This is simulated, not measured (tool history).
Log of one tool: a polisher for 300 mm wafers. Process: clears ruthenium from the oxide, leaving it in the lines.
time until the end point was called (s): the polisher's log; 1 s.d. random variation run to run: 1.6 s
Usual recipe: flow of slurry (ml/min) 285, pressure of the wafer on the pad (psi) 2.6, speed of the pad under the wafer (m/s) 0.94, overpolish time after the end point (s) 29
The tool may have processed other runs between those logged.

run	hour	flow of slurry (ml/min)	pressure of the wafer on the pad (psi)	speed of the pad under the wafer (m/s)	overpolish time after the end point (s)	wafers since the last listed run	wafers polished on this pad	hours since the slurry nozzle was cleaned	hours since the head pressure was calibrated	incoming thickness of the incoming film, nm	time until the end point was called (s)
1	0.0	285	2.6	0.94	29	0	1604	746.3	205.5	136.5	105.2
2	92.7	285	2.6	0.94	29	1111	2716	839.0	298.2	134.9	106.0
3	140.6	285	2.6	0.94	29	574	3290	886.9	346.1	133.3	101.6
# hour 198.3: slurry nozzle cleaned
4	214.4	245	2.6	0.74	29	873	4164	16.1	419.9	135.8	130.1
5	273.3	245	2.6	0.74	29	706	4870	75.0	478.8	134.8	130.1
# hour 355.3: worn pad replaced by a new one
6	355.8	245	2.6	0.74	29	941	6	157.5	561.3	135.5	137.4
7	460.1	285	2.6	0.94	39	1251	1257	261.8	665.6	135.7	109.1
8	553.6	285	2.6	0.94	39	1121	2379	355.3	759.1	137.2	113.5
9	601.3	285	2.6	0.94	39	572	2951	403.0	806.8	133.7	115.8
10	658.5	285	2.9	0.94	29	686	3637	460.2	864.0	134.4	100.8
# hour 687.2: head pressure recalibrated
11	737.1	235	2.6	0.94	29	918	4556	538.8	49.9	135.0	115.7
12	835.8	285	2.6	0.94	42	1183	5740	637.5	148.6	134.9	120.9
# hour 879.1: worn pad replaced by a new one, repeated, since the last time left the tool worse
13	879.6	285	2.6	0.94	42	477	6	681.3	192.4	136.9	102.7
14	963.4	285	2.6	0.94	29	1005	1011	765.1	276.2	132.5	98.5
# hour 971.0: slurry nozzle cleaned
15	1017.9	285	2.6	0.94	29	641	1653	46.9	330.7	134.9	100.7
16	1112.2	285	2.6	0.94	29	1131	2784	141.2	425.0	133.5	103.1
17	1239.5	285	3.4	0.94	29	1527	4311	268.5	552.3	135.0	80.5
# hour 1287.2: worn pad replaced by a new one
18	1331.0	260	2.6	0.94	29	1049	525	360.0	643.8	137.7	107.8
19	1406.7	285	2.6	0.94	22	908	1433	435.7	719.5	138.1	106.1
20	1473.2	285	2.6	0.94	29	797	2231	502.2	786.0	134.9	107.5
21	1516.6	285	2.6	1.24	29	520	2752	545.6	829.4	135.7	84.1
22	1562.6	285	2.6	0.94	29	551	3303	591.6	875.4	134.0	105.1
23	1631.5	285	2.6	0.72	24	826	4130	660.5	944.3	136.8	132.4
# hour 1676.5: head pressure recalibrated
24	1702.1	240	3.0	0.94	15	822	4953	731.1	25.6	136.2	92.8
# hour 1754.3: worn pad replaced by a new one
# hour 1778.9: slurry nozzle cleaned
25	1808.8	195	2.6	0.94	29	1219	642	29.9	132.3	136.8	106.2
26	1867.8	335	2.6	0.94	29	707	1349	88.9	191.3	136.6	106.3
27	1955.9	200	1.8	0.94	29	1056	2406	177.0	279.4	134.8	156.1
28	2004.5	285	2.6	0.94	29	582	2989	225.6	328.0	135.8	101.6
# hour 2162.5: worn pad replaced by a new one
29	2179.8	210	2.0	1.22	44	2054	207	400.9	503.3	133.8	107.2
30	2242.4	285	2.6	0.94	39	750	958	463.5	565.9	132.5	101.7
31	2286.8	285	2.6	0.72	38	532	1490	507.9	610.3	134.5	123.1

Each row is a separate what-if for the run after 31, all from the same tool condition, not one after another. Results?
A	2287.3	285	2.6	1.08	29	5	1496	508.4	610.8	134.7	?
B	2287.3	285	2.6	1.08	36	5	1496	508.4	610.8	134.7	?
C	2287.3	285	2.6	1.04	37	5	1496	508.4	610.8	134.7	?

run	time until the end point was called (s)
A	92.2
B	92.2
C	95.2
Stripped of hidden state, with their random variation kept, the same runs would have yielded:
run	time until the end point was called (s)
A	90.2
B	90.2
C	93.1
